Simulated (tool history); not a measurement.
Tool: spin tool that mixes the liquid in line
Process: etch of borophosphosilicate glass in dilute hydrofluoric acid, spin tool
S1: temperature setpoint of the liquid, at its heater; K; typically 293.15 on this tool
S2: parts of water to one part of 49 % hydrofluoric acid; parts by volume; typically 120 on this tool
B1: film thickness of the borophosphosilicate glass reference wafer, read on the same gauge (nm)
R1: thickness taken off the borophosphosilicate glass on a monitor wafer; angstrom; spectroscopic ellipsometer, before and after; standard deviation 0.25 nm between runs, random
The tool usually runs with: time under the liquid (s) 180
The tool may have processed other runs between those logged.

Run 1, day 0: usual settings but S1 290.15 K; B1 130.04. Result: R1 336.7 angstrom.
Run 2, day 0.688: usual settings but S2 90 parts by volume, time under the liquid (s) 135; B1 129.94. Result: R1 390 angstrom.
Run 3, day 1.254: usual settings but S2 90 parts by volume, time under the liquid (s) 135; B1 129.99. Result: R1 384.8 angstrom.
Run 4, day 1.962: usual settings but S2 90 parts by volume, time under the liquid (s) 135; B1 130. Result: R1 389.2 angstrom.
Run 5, day 2.662: usual settings; B1 130.01. Result: R1 373.3 angstrom.
Run 6, day 3.017: usual settings; B1 130.03. Result: R1 376.8 angstrom.
Run 7, day 3.379: usual settings; B1 129.98. Result: R1 376.5 angstrom.
Run 8, day 3.742: usual settings; B1 130.03. Result: R1 369.8 angstrom.
Run 9, day 4.071: usual settings; B1 129.96. Result: R1 372.2 angstrom.
Run 10, day 4.5: usual settings; B1 130.05. Result: R1 376.4 angstrom.
At day 4.996: gauge calibrated.
Run 11, day 5.012: usual settings; B1 129.99. Result: R1 374.7 angstrom.
Run 12, day 5.767: usual settings; B1 129.98. Result: R1 372.5 angstrom.
Run 13, day 6.475: usual settings; B1 130.03. Result: R1 375.2 angstrom.
Run 14, day 6.746: usual settings; B1 130.01. Result: R1 370.4 angstrom.
At day 6.871: thermometer replaced.
Run 15, day 7.408: usual settings but S2 95 parts by volume, time under the liquid (s) 280; B1 130.01. Result: R1 858.7 angstrom.
Run 16, day 8.033: usual settings but S2 140 parts by volume; B1 129.94. Result: R1 349.5 angstrom.
Run 17, day 8.617: usual settings; B1 130.01. Result: R1 418.1 angstrom.
Run 18, day 8.917: usual settings but S1 294.65 K, S2 175 parts by volume, time under the liquid (s) 145; B1 130.01. Result: R1 233.3 angstrom.
Run 19, day 9.217: usual settings; B1 130. Result: R1 424.4 angstrom.
Run 20, day 9.483: usual settings but S1 296.15 K, time under the liquid (s) 240; B1 129.97. Result: R1 631.3 angstrom.
Run 21, day 9.762: usual settings but time under the liquid (s) 120; B1 129.97. Result: R1 279.1 angstrom.
Run 22, day 10.433: usual settings but S1 296.15 K, S2 165 parts by volume, time under the liquid (s) 245; B1 129.99. Result: R1 446.3 angstrom.
Run 23, day 10.875: usual settings but S1 297.15 K, S2 100 parts by volume; B1 129.98. Result: R1 599 angstrom.
Run 24, day 11.596: usual settings but time under the liquid (s) 220; B1 129.96. Result: R1 511.2 angstrom.
At day 11.8: hydrofluoric acid flow meter replaced.
Run 25, day 12.246: usual settings but S1 291.15 K, S2 150 parts by volume; B1 130.04. Result: R1 295.9 angstrom.
Run 26, day 12.517: usual settings but S2 160 parts by volume; B1 130.05. Result: R1 299.1 angstrom.
Run 27, day 13.112: usual settings but S1 290.65 K, time under the liquid (s) 145; B1 130.01. Result: R1 298.1 angstrom.
Run 28, day 13.596: usual settings but S2 70 parts by volume, time under the liquid (s) 285; B1 129.97. Result: R1 1193 angstrom.
Run 29, day 13.883: usual settings; B1 129.99. Result: R1 416.1 angstrom.
Run 30, day 14.575: usual settings but S1 297.65 K, S2 180 parts by volume, time under the liquid (s) 150; B1 130.01. Result: R1 260.4 angstrom.
Run 31, day 15.121: usual settings but S1 296.15 K; B1 129.95. Result: R1 465.2 angstrom.
Run 32, day 15.592: usual settings; B1 129.97. Result: R1 414.7 angstrom.
Run 33, day 15.933: usual settings but S1 295.65 K, S2 75 parts by volume, time under the liquid (s) 145; B1 129.96. Result: R1 623 angstrom.

Measured result minus the same run's result without the hidden state. Both carry the same run-to-run variation, though not necessarily the same gauge scatter:
Hidden state at play: liquid colder than its thermometer reads (K); hydrofluoric acid flow above the setpoint (%); gauge reads high (%).
run     R1
  1  -42.9
  2  -49.8
  3  -49.5
  4  -50.6
  5  -48.2
  6  -48.8
  7  -49.1
  8  -48.4
  9  -48.9
 10  -49.7
 11    -50
 12  -50.2
 13    -51
 14  -50.6
 15   -8.2
 16   -3.6
 17   -4.7
 18   -2.6
 19   -5.2
 20   -7.8
 21   -3.7
 22     -6
 23   -8.8
 24   -8.3
 25   -5.1
 26   -5.1
 27   -5.7
 28  -23.8
 29   -8.4
 30     -5
 31   -9.9
 32   -9.4
 33  -14.8

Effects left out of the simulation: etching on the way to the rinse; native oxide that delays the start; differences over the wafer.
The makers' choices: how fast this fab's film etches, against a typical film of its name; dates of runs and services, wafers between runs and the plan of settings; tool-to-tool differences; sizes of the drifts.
